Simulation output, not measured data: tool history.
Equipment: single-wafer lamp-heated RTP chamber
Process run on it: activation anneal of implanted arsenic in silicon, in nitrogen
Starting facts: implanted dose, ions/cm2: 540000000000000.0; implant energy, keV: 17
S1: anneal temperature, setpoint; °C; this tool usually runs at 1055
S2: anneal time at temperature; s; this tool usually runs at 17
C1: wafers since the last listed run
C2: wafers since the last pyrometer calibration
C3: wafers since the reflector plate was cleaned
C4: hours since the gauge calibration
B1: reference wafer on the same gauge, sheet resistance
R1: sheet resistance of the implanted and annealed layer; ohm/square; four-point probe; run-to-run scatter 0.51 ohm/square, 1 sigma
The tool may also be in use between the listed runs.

run 1 hour=0.0 | S1=1055 S2=17 | C1=0 C2=1411 C3=6039 C4=470.2 | B1=191.98 | R1=177.84
run 2 hour=25.2 | S1=1055 S2=17 | C1=318 C2=1730 C3=6358 C4=495.4 | B1=191.95 | R1=177.29
-- hour=55.5 reflector plate cleaned
run 3 hour=87.7 | S1=1055 S2=17 | C1=689 C2=2420 C3=407 C4=557.9 | B1=192.01 | R1=178.41
run 4 hour=159.4 | S1=1055 S2=17 | C1=907 C2=3328 C3=1314 C4=629.6 | B1=192.03 | R1=178.97
run 5 hour=185.9 | S1=1055 S2=17 | C1=335 C2=3663 C3=1650 C4=656.1 | B1=192.00 | R1=179.15
run 6 hour=214.6 | S1=1055 S2=17 | C1=363 C2=4026 C3=2013 C4=684.8 | B1=191.96 | R1=178.96
-- hour=279.1 pyrometer window cleaned and pyrometer calibrated
run 7 hour=283.7 | S1=1055 S2=17 | C1=773 C2=57 C3=2786 C4=753.9 | B1=191.93 | R1=178.52
run 8 hour=431.9 | S1=1055 S2=17 | C1=1875 C2=1933 C3=4662 C4=902.1 | B1=191.99 | R1=178.57
-- hour=501.1 gauge calibrated
run 9 hour=503.3 | S1=1055 S2=17 | C1=903 C2=2837 C3=5566 C4=2.2 | B1=192.05 | R1=178.15
run 10 hour=569.9 | S1=1070 S2=25 | C1=842 C2=3680 C3=6409 C4=68.8 | B1=192.09 | R1=169.52
-- hour=581.8 reflector plate cleaned
run 11 hour=610.7 | S1=1055 S2=17 | C1=415 C2=4095 C3=365 C4=109.6 | B1=191.85 | R1=176.79
run 12 hour=666.0 | S1=1055 S2=17 | C1=699 C2=4795 C3=1065 C4=164.9 | B1=192.07 | R1=176.13
run 13 hour=701.3 | S1=1055 S2=17 | C1=446 C2=5242 C3=1511 C4=200.2 | B1=192.06 | R1=177.14
-- hour=730.1 reflector plate cleaned, repeated, since the last time left the tool worse
-- hour=736.8 pyrometer window cleaned and pyrometer calibrated
run 14 hour=747.5 | S1=1028 S2=24 | C1=398 C2=134 C3=134 C4=246.4 | B1=192.20 | R1=180.62
run 15 hour=813.0 | S1=1047 S2=22 | C1=829 C2=964 C3=964 C4=311.9 | B1=191.91 | R1=176.96
run 16 hour=842.1 | S1=1055 S2=20 | C1=368 C2=1332 C3=1332 C4=341.0 | B1=192.14 | R1=176.30

The next listed run, before its measurement:
run 17 hour=870.7 | S1=1079 S2=17 | C1=361 C2=1694 C3=1694 C4=369.6 | B1=? | R1=?

{"run 17": {"B1": 191.89, "R1": 172.88}}
Had the tool carried no hidden state, the very same run would have given R1 173.18 ohm/square.
